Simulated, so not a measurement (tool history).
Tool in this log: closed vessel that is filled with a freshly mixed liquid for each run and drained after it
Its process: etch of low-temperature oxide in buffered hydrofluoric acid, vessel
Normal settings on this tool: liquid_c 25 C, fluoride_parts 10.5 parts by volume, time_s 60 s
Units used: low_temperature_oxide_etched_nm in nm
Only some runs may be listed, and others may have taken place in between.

| run | hour | liquid_c | fluoride_parts | time_s | read-back film thickness of the low-temperature oxide reference wafer, read on the same gauge (nm) | low_temperature_oxide_etched_nm |
|---|---|---|---|---|---|---|
| 1 | 0 | 25 | 10.5 | 60 | 119.96 | 262.82 |
| 2 | 19.5 | 25 | 10.5 | 60 | 120.01 | 262.38 |
| 3 | 36.5 | 25 | 8.5 | 70 | 120.02 | 365.8 |
| 4 | 143.2 | 25 | 7.5 | 60 | 120 | 354.52 |
| 5 | 172.2 | 25 | 9 | 60 | 120.04 | 296.63 |
| 6 | 202.9 | 25 | 9 | 60 | 119.96 | 292.04 |
| 7 | 221.7 | 25 | 9 | 60 | 119.99 | 292.71 |
| 8 | 241.3 | 25 | 10.5 | 60 | 120.06 | 264.52 |
| 9 | 296.6 | 25 | 10.5 | 60 | 120.02 | 264.54 |
| 10 | 313.8 | 25 | 10.5 | 60 | 120.02 | 264.4 |
|  | 329.7 | gauge calibrated |
| 11 | 338.9 | 25 | 10.5 | 60 | 120 | 264.77 |
| 12 | 364.4 | 25 | 10.5 | 35 | 120 | 153.22 |
| 13 | 385.6 | 22.5 | 10.5 | 60 | 119.98 | 227.06 |
| 14 | 404.5 | 22.5 | 10.5 | 60 | 120 | 230.45 |
|  | 412.1 | thermometer replaced |
| 15 | 439.2 | 28.5 | 8.5 | 80 | 119.99 | 501.05 |
| 16 | 466.3 | 25 | 12 | 40 | 120 | 153.89 |
| 17 | 486.7 | 25 | 8 | 60 | 120.01 | 335.32 |
| 18 | 513.7 | 25 | 13.5 | 75 | 120.03 | 255.85 |
| 19 | 533.1 | 29 | 10.5 | 60 | 120.05 | 323.52 |
| 20 | 562.3 | 25 | 12.5 | 60 | 119.99 | 222.1 |
| 21 | 592.1 | 26.5 | 8 | 60 | 120 | 365.05 |
|  | 594.9 | hydrofluoric acid flow meter replaced |
| 22 | 605.5 | 25 | 10.5 | 60 | 119.97 | 264.34 |
| 23 | 630.7 | 25 | 10.5 | 60 | 119.99 | 264.41 |
| 24 | 657.7 | 25 | 10.5 | 60 | 120 | 264.93 |
| 25 | 685.5 | 25 | 10.5 | 60 | 120.03 | 259.9 |
| 26 | 707.8 | 22.5 | 10.5 | 60 | 119.98 | 230.64 |
| 27 | 721.6 | 20.5 | 8 | 35 | 119.97 | 152.74 |
| 28 | 742.8 | 20 | 8.5 | 60 | 120.05 | 238.13 |
| 29 | 757.4 | 23.5 | 9 | 90 | 120.04 | 406.68 |
| 30 | 779.2 | 25 | 13 | 85 | 120.05 | 306.63 |
| 31 | 794.3 | 25 | 10.5 | 60 | 119.99 | 262.16 |
| 32 | 815.2 | 25 | 10.5 | 60 | 120.04 | 264.9 |

What was the tool's hidden state at every run in the log?
liquid hotter than its thermometer reads (K): 0 across all the runs
hydrofluoric acid flow below the setpoint (%): 0 across all the runs
gauge reads high (%): 0 across all the runs
